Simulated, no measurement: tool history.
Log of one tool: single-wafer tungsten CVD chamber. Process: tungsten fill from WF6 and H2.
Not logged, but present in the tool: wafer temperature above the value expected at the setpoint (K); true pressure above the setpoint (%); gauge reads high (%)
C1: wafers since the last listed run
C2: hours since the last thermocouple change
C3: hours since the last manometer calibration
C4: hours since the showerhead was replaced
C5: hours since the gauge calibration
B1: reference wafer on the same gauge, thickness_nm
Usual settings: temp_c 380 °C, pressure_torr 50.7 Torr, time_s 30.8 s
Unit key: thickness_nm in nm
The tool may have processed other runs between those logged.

Run 1, day 0: usual settings; C1 0; C2 99.9; C3 1967.1; C4 4785.3; C5 624.5; B1 89.595. Result: thickness_nm 82.196 nm.
Run 2, day 1.029: usual settings; C1 392; C2 124.6; C3 1991.8; C4 4810; C5 649.2; B1 89.687. Result: thickness_nm 82.805 nm.
Run 3, day 3.442: usual settings; C1 920; C2 182.5; C3 2049.7; C4 4867.9; C5 707.1; B1 89.927. Result: thickness_nm 83.46 nm.
Run 4, day 5.342: usual settings; C1 724; C2 228.1; C3 2095.3; C4 4913.5; C5 752.7; B1 90.021. Result: thickness_nm 83.398 nm.
Run 5, day 8.042: usual settings but temp_c 387 °C; C1 1030; C2 292.9; C3 2160.1; C4 4978.3; C5 817.5; B1 90.39. Result: thickness_nm 97.245 nm.
Run 6, day 9.133: usual settings but temp_c 387 °C; C1 416; C2 319.1; C3 2186.3; C4 5004.5; C5 843.7; B1 90.208. Result: thickness_nm 97.88 nm.
Run 7, day 11.488: usual settings; C1 898; C2 375.6; C3 2242.8; C4 5061; C5 900.2; B1 90.61. Result: thickness_nm 83.014 nm.
Run 8, day 12.55: usual settings; C1 405; C2 401.1; C3 2268.3; C4 5086.5; C5 925.7; B1 90.789. Result: thickness_nm 83.705 nm.
Run 9, day 15.542: usual settings; C1 1141; C2 472.9; C3 2340.1; C4 5158.3; C5 997.5; B1 91.046. Result: thickness_nm 84.449 nm.
Run 10, day 21.15: usual settings; C1 2139; C2 607.5; C3 2474.7; C4 5292.9; C5 1132.1; B1 91.804. Result: thickness_nm 84.136 nm.
Run 11, day 23.2: usual settings; C1 782; C2 656.7; C3 2523.9; C4 5342.1; C5 1181.3; B1 92.101. Result: thickness_nm 84.358 nm.
Run 12, day 25.508: usual settings; C1 880; C2 712.1; C3 2579.3; C4 5397.5; C5 1236.7; B1 92.383. Result: thickness_nm 85.347 nm.
Run 13, day 26.875: usual settings but temp_c 376 °C, time_s 32.6 s; C1 521; C2 744.9; C3 2612.1; C4 5430.3; C5 1269.5; B1 92.494. Result: thickness_nm 82.719 nm.
At day 28.471: gauge calibrated.
Run 14, day 29.425: usual settings but temp_c 376 °C, time_s 32.6 s; C1 973; C2 806.1; C3 2673.3; C4 5491.5; C5 22.9; B1 88.35. Result: thickness_nm 78.979 nm.
At day 30.508: capacitance manometer re-zeroed and calibrated.
Run 15, day 31.517: usual settings but temp_c 376 °C, time_s 32.6 s; C1 670; C2 856.3; C3 24.2; C4 5541.7; C5 73.1; B1 88.287. Result: thickness_nm 79.047 nm.
Run 16, day 33.104: usual settings; C1 605; C2 894.4; C3 62.3; C4 5579.8; C5 111.2; B1 88.34. Result: thickness_nm 81.603 nm.
Run 17, day 34.417: usual settings but pressure_torr 61 Torr; C1 500; C2 925.9; C3 93.8; C4 5611.3; C5 142.7; B1 88.413. Result: thickness_nm 92.483 nm.
Run 18, day 36.525: usual settings but time_s 27.3 s; C1 804; C2 976.5; C3 144.4; C4 5661.9; C5 193.3; B1 88.371. Result: thickness_nm 71.739 nm.
Run 19, day 38.733: usual settings; C1 842; C2 1029.5; C3 197.4; C4 5714.9; C5 246.3; B1 88.509. Result: thickness_nm 82.233 nm.
Run 20, day 41.025: usual settings but temp_c 390 °C, time_s 25.2 s; C1 874; C2 1084.5; C3 252.4; C4 5769.9; C5 301.3; B1 88.639. Result: thickness_nm 83.054 nm.
Run 21, day 43.512: usual settings but temp_c 394 °C, pressure_torr 55.6 Torr, time_s 29 s; C1 949; C2 1144.2; C3 312.1; C4 5829.6; C5 361; B1 88.513. Result: thickness_nm 111.281 nm.

Predict the results of run 22:
Run 22, day 46.162: usual settings but temp_c 388 °C; C1 1011; C2 1207.8; C3 375.7; C4 5893.2; C5 424.6; B1 ?. Result: thickness_nm ?.

{"run 22": {"B1": 88.802, "thickness_nm": 97.345}}
With the hidden condition absent and the run-to-run variation left alone, this run would have shown thickness_nm 97.093 nm.
